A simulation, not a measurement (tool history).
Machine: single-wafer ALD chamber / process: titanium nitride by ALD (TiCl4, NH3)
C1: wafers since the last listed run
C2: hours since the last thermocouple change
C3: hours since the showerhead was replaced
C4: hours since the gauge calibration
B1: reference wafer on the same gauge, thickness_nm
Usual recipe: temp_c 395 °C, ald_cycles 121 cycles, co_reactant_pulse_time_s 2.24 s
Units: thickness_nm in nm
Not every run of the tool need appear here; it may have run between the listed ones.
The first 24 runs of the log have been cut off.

run 25 hour=287.4 | temp_c=403 ald_cycles=121 co_reactant_pulse_time_s=1.62 | C1=18 C2=7.9 C3=46.7 C4=118.9 | B1=2.420 | thickness_nm=2.391
run 26 hour=305.2 | temp_c=395 ald_cycles=121 co_reactant_pulse_time_s=2.55 | C1=44 C2=25.7 C3=64.5 C4=136.7 | B1=2.416 | thickness_nm=2.463
run 27 hour=317.4 | temp_c=383 ald_cycles=109 co_reactant_pulse_time_s=2.58 | C1=30 C2=37.9 C3=76.7 C4=148.9 | B1=2.415 | thickness_nm=2.192
run 28 hour=334.6 | temp_c=395 ald_cycles=129 co_reactant_pulse_time_s=2.24 | C1=43 C2=55.1 C3=93.9 C4=166.1 | B1=2.414 | thickness_nm=2.588
run 29 hour=341.4 | temp_c=390 ald_cycles=104 co_reactant_pulse_time_s=2.78 | C1=17 C2=61.9 C3=100.7 C4=172.9 | B1=2.412 | thickness_nm=2.109
run 30 hour=348.1 | temp_c=399 ald_cycles=143 co_reactant_pulse_time_s=1.35 | C1=16 C2=68.6 C3=107.4 C4=179.6 | B1=2.414 | thickness_nm=2.758
run 31 hour=361.7 | temp_c=395 ald_cycles=140 co_reactant_pulse_time_s=1.60 | C1=34 C2=82.2 C3=121.0 C4=193.2 | B1=2.409 | thickness_nm=2.740
run 32 hour=376.2 | temp_c=389 ald_cycles=137 co_reactant_pulse_time_s=1.79 | C1=36 C2=96.7 C3=135.5 C4=207.7 | B1=2.408 | thickness_nm=2.679
run 33 hour=386.7 | temp_c=382 ald_cycles=121 co_reactant_pulse_time_s=3.13 | C1=26 C2=107.2 C3=146.0 C4=218.2 | B1=2.407 | thickness_nm=2.445
run 34 hour=395.7 | temp_c=386 ald_cycles=121 co_reactant_pulse_time_s=2.63 | C1=22 C2=116.2 C3=155.0 C4=227.2 | B1=2.407 | thickness_nm=2.432
run 35 hour=403.4 | temp_c=395 ald_cycles=121 co_reactant_pulse_time_s=2.24 | C1=19 C2=123.9 C3=162.7 C4=234.9 | B1=2.408 | thickness_nm=2.422
run 36 hour=415.0 | temp_c=395 ald_cycles=121 co_reactant_pulse_time_s=2.65 | C1=29 C2=135.5 C3=174.3 C4=246.5 | B1=2.402 | thickness_nm=2.442

Predict each of these 5 candidate next runs independently; none follows another, all start after run 36:
run A hour=415.7 | temp_c=395 ald_cycles=134 co_reactant_pulse_time_s=2.24 | C1=1 C2=136.2 C3=175.0 C4=247.2 | B1=? | thickness_nm=?
run B hour=415.7 | temp_c=381 ald_cycles=99 co_reactant_pulse_time_s=1.57 | C1=1 C2=136.2 C3=175.0 C4=247.2 | B1=? | thickness_nm=?
run C hour=415.7 | temp_c=380 ald_cycles=110 co_reactant_pulse_time_s=3.13 | C1=1 C2=136.2 C3=175.0 C4=247.2 | B1=? | thickness_nm=?
run D hour=415.7 | temp_c=401 ald_cycles=108 co_reactant_pulse_time_s=2.49 | C1=1 C2=136.2 C3=175.0 C4=247.2 | B1=? | thickness_nm=?
run E hour=415.7 | temp_c=409 ald_cycles=136 co_reactant_pulse_time_s=1.70 | C1=1 C2=136.2 C3=175.0 C4=247.2 | B1=? | thickness_nm=?

run=A B1=2.404 thickness_nm=2.682
run=B B1=2.404 thickness_nm=1.880
run=C B1=2.404 thickness_nm=2.222
run=D B1=2.404 thickness_nm=2.184
run=E B1=2.404 thickness_nm=2.697
Without the tool's unlogged condition, the same runs would have read:
run=A thickness_nm=2.700
run=B thickness_nm=1.893
run=C thickness_nm=2.237
run=D thickness_nm=2.199
run=E thickness_nm=2.715
